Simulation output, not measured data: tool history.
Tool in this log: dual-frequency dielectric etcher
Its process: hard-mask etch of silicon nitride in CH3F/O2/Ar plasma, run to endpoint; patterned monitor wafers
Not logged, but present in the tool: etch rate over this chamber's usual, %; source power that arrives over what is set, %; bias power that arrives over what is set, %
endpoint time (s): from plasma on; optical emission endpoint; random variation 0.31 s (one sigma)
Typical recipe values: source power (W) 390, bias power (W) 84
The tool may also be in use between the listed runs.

| run | day | source power (W) | bias power (W) | wafers since the last listed run | hours since the last wet clean | hours since the last source power generator calibration | hours since the last bias power generator calibration | hours since the last upper electrode change | incoming incoming film thickness, nm | endpoint time (s) |
|---|---|---|---|---|---|---|---|---|---|---|
| 1 | 0 | 390 | 84 | 0 | 574.9 | 4347.2 | 3783.4 | 4398 | 31.61 | 37.9 |
|  | 1.504 | upper electrode replaced |
| 2 | 1.525 | 390 | 84 | 188 | 611.5 | 4383.8 | 3820 | 0.5 | 31.23 | 37.6 |
| 3 | 1.542 | 390 | 84 | 5 | 611.9 | 4384.2 | 3820.4 | 0.9 | 31.47 | 38.4 |
|  | 2.558 | wet clean of the chamber |
| 4 | 2.708 | 390 | 84 | 59 | 3.6 | 4412.2 | 3848.4 | 28.9 | 31.6 | 39.9 |
| 5 | 3.775 | 390 | 84 | 382 | 29.2 | 4437.8 | 3874 | 54.5 | 31.46 | 39.9 |
| 6 | 4.658 | 430 | 84 | 316 | 50.4 | 4459 | 3895.2 | 75.7 | 31.43 | 38.9 |
| 7 | 5.471 | 410 | 84 | 291 | 69.9 | 4478.5 | 3914.7 | 95.2 | 31.41 | 39.6 |
| 8 | 6.554 | 410 | 84 | 388 | 95.9 | 4504.5 | 3940.7 | 121.2 | 31.69 | 39.8 |
| 9 | 7.096 | 410 | 84 | 194 | 108.9 | 4517.5 | 3953.7 | 134.2 | 31.28 | 38.4 |
| 10 | 8.121 | 390 | 84 | 367 | 133.5 | 4542.1 | 3978.3 | 158.8 | 31.4 | 39.4 |
| 11 | 9.45 | 390 | 84 | 476 | 165.4 | 4574 | 4010.2 | 190.7 | 31.69 | 39.9 |
| 12 | 10.679 | 390 | 84 | 440 | 194.9 | 4603.5 | 4039.7 | 220.2 | 31.79 | 39.9 |
| 13 | 12.1 | 390 | 73 | 509 | 229 | 4637.6 | 4073.8 | 254.3 | 31.34 | 41.7 |
| 14 | 15.392 | 390 | 84 | 1180 | 308 | 4716.6 | 4152.8 | 333.3 | 31.66 | 39.8 |
| 15 | 15.925 | 360 | 65 | 191 | 320.8 | 4729.4 | 4165.6 | 346.1 | 31.78 | 44.7 |
| 16 | 17.338 | 360 | 96 | 506 | 354.7 | 4763.3 | 4199.5 | 380 | 31.6 | 38.6 |
| 17 | 17.933 | 390 | 84 | 213 | 369 | 4777.6 | 4213.8 | 394.3 | 31.52 | 38.6 |
|  | 18.392 | source power generator calibrated |
| 18 | 18.475 | 340 | 69 | 134 | 382 | 2 | 4226.8 | 407.3 | 31.57 | 44.2 |
| 19 | 19.254 | 440 | 65 | 279 | 400.7 | 20.7 | 4245.5 | 426 | 31.51 | 40.8 |
| 20 | 20.221 | 390 | 70 | 346 | 423.9 | 43.9 | 4268.7 | 449.2 | 31.61 | 41.8 |
|  | 20.604 | bias power generator calibrated |
| 21 | 21.262 | 390 | 84 | 313 | 448.9 | 68.9 | 15.8 | 474.2 | 31.71 | 39.1 |
|  | 22.808 | wet clean of the chamber |
| 22 | 22.829 | 470 | 74 | 203 | 0.5 | 106.5 | 53.4 | 511.8 | 31.83 | 40.1 |
| 23 | 23.142 | 480 | 102 | 112 | 8 | 114 | 60.9 | 519.3 | 31.58 | 35.1 |
| 24 | 23.85 | 390 | 84 | 254 | 25 | 131 | 77.9 | 536.3 | 31.37 | 40.1 |
| 25 | 24.738 | 390 | 84 | 318 | 46.3 | 152.3 | 99.2 | 557.6 | 31.62 | 40.2 |
| 26 | 25.429 | 440 | 78 | 248 | 62.9 | 168.9 | 115.8 | 574.2 | 31.42 | 39.4 |
| 27 | 26.196 | 410 | 84 | 274 | 81.3 | 187.3 | 134.2 | 592.6 | 31.53 | 39.2 |
| 28 | 27.667 | 490 | 84 | 527 | 116.6 | 222.6 | 169.5 | 627.9 | 31.84 | 37.3 |
| 29 | 28.412 | 390 | 84 | 267 | 134.5 | 240.5 | 187.4 | 645.8 | 31.73 | 40.2 |
| 30 | 29.875 | 300 | 84 | 524 | 169.6 | 275.6 | 222.5 | 680.9 | 31.52 | 43.4 |
| 31 | 31.25 | 410 | 69 | 493 | 202.6 | 308.6 | 255.5 | 713.9 | 31.83 | 41.7 |
| 32 | 32.212 | 390 | 84 | 345 | 225.7 | 331.7 | 278.6 | 737 | 31.68 | 38.8 |
| 33 | 33.679 | 480 | 84 | 526 | 260.9 | 366.9 | 313.8 | 772.2 | 31.83 | 36.4 |
| 34 | 34.417 | 390 | 68 | 264 | 278.6 | 384.6 | 331.5 | 789.9 | 31.54 | 42.1 |
| 35 | 35.512 | 440 | 63 | 393 | 304.9 | 410.9 | 357.8 | 816.2 | 31.65 | 42 |
| 36 | 36.762 | 290 | 84 | 448 | 334.9 | 440.9 | 387.8 | 846.2 | 31.58 | 43.2 |

What was the tool's hidden state at every run in the log?
source power that arrives over what is set, %: 0 on each run
bias power that arrives over what is set, %: 0 on each run
H1: etch rate over this chamber's usual, %
| run | H1 |
|---|---|
| 1 | 5.16 |
| 2 | 5.5 |
| 3 | 5.51 |
| 4 | 0.0327 |
| 5 | 0.272 |
| 6 | 0.47 |
| 7 | 0.652 |
| 8 | 0.895 |
| 9 | 1.02 |
| 10 | 1.25 |
| 11 | 1.54 |
| 12 | 1.82 |
| 13 | 2.14 |
| 14 | 2.88 |
| 15 | 3 |
| 16 | 3.31 |
| 17 | 3.45 |
| 18 | 3.57 |
| 19 | 3.74 |
| 20 | 3.96 |
| 21 | 4.19 |
| 22 | 0.689 |
| 23 | 0.759 |
| 24 | 0.917 |
| 25 | 1.12 |
| 26 | 1.27 |
| 27 | 1.44 |
| 28 | 1.77 |
| 29 | 1.94 |
| 30 | 2.27 |
| 31 | 2.58 |
| 32 | 2.79 |
| 33 | 3.12 |
| 34 | 3.29 |
| 35 | 3.53 |
| 36 | 3.81 |

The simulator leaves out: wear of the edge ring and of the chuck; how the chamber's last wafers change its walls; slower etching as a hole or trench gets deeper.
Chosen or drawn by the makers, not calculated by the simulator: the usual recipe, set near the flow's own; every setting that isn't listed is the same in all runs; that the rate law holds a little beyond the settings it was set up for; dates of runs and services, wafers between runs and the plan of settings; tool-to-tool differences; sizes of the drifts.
